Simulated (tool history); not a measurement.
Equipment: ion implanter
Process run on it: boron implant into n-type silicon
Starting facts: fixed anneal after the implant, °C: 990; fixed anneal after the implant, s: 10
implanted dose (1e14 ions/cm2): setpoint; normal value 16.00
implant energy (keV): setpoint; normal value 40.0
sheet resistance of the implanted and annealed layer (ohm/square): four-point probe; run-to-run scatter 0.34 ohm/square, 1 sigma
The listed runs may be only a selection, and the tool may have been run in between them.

run    hour  implanted dose (1e14 ions/cm2)  implant energy (keV)  read-back reference wafer on the same gauge, sheet resistance  sheet resistance of the implanted and annealed layer (ohm/square)
  1     0.0                           16.00                  30.5                                                          73.03                                                              80.41
  2    79.5                           16.00                  40.0                                                          72.97                                                              78.67
  3   142.2                           16.00                  45.5                                                          72.83                                                              78.36
  4   203.1                           16.00                  40.0                                                          72.80                                                              77.91
  5   275.9                           16.00                  40.0                                                          72.69                                                              78.62
  6   334.5                           16.00                  40.0                                                          72.66                                                              77.81
  7   426.6                           16.00                  49.0                                                          72.58                                                              77.71
  8   531.8                           16.00                  40.0                                                          72.46                                                              78.52
  9   628.4                           16.00                  40.0                                                          72.33                                                              77.76
 10   726.1                           16.00                  40.0                                                          72.20                                                              78.00
 11   817.3                           16.00                  40.0                                                          75.69                                                              81.93
 12   878.4                           17.06                  40.0                                                          75.57                                                              78.52
 13   980.2                           17.06                  40.0                                                          75.49                                                              78.11
 14  1055.0                           14.20                  40.0                                                          75.44                                                              88.45
 15  1096.0                           13.39                  45.0                                                          75.39                                                              91.71
 16  1159.9                           13.39                  45.0                                                          75.33                                                              92.01
 17  1265.4                           13.39                  45.0                                                          75.21                                                              91.74
 18  1319.4                           13.71                  44.0                                                          75.21                                                              89.64
 19  1356.3                           17.47                  46.0                                                          75.13                                                              76.22
 20  1452.9                           16.00                  40.0                                                          74.97                                                              80.79
 21  1535.9                           13.59                  30.0                                                          74.87                                                              91.89
 22  1586.4                           17.23                  40.0                                                          74.86                                                              77.27
 23  1775.0                           11.23                  29.0                                                          74.69                                                             104.14
 24  1854.1                           11.87                  40.0                                                          74.55                                                              99.16
 25  1906.6                           16.00                  40.0                                                          74.61                                                              80.09
 26  2011.1                           19.46                  27.0                                                          74.44                                                              73.57
 27  2078.9                           18.36                  46.0                                                          74.31                                                              72.24
 28  2162.9                           16.00                  40.0                                                          74.24                                                              80.26
 29  2259.5                           13.93                  40.0                                                          74.14                                                              87.64
 30  2356.2                           16.00                  32.5                                                          74.01                                                              80.56
 31  2436.0                           16.00                  40.0                                                          73.98                                                              80.10
 32  2489.4                           16.00                  40.0                                                          73.86                                                              79.20
 33  2547.4                           16.00                  44.5                                                          73.80                                                              78.56
 34  2631.2                           11.61                  36.0                                                          73.73                                                             100.90
 35  2708.3                           19.56                  31.5                                                          73.74                                                              71.41
 36  2762.6                           11.42                  45.5                                                          73.64                                                             101.22
 37  2846.1                           16.00                  49.5                                                          73.45                                                              78.89

Withheld: 4 entries from between the runs. Position of each, and hidden state at the listed run before versus the listed run after:
After run 10, before run 11: gauge calibrated (hour 811.6)
  gauge reads high (%): -5.08 -> -0.534
  the result without the hidden state subtracted from the measured one, sheet resistance of the implanted and annealed layer (ohm/square): -4.18 -> -0.44
After run 11, before run 12: Faraday cup replaced and dose calibrated (hour 838.4)
  gauge reads high (%): -0.534 -> -0.621
  the result without the hidden state subtracted from the measured one, sheet resistance of the implanted and annealed layer (ohm/square): -0.44 -> -0.49
After run 22, before run 23: extraction supply calibrated (hour 1723.3)
  gauge reads high (%): -1.62 -> -1.89
  the result without the hidden state subtracted from the measured one, sheet resistance of the implanted and annealed layer (ohm/square): -1.27 -> -2.01
After run 36, before run 37: Faraday cup replaced and dose calibrated (hour 2791.3)
  gauge reads high (%): -3.29 -> -3.41
  the result without the hidden state subtracted from the measured one, sheet resistance of the implanted and annealed layer (ohm/square): -3.45 -> -2.79
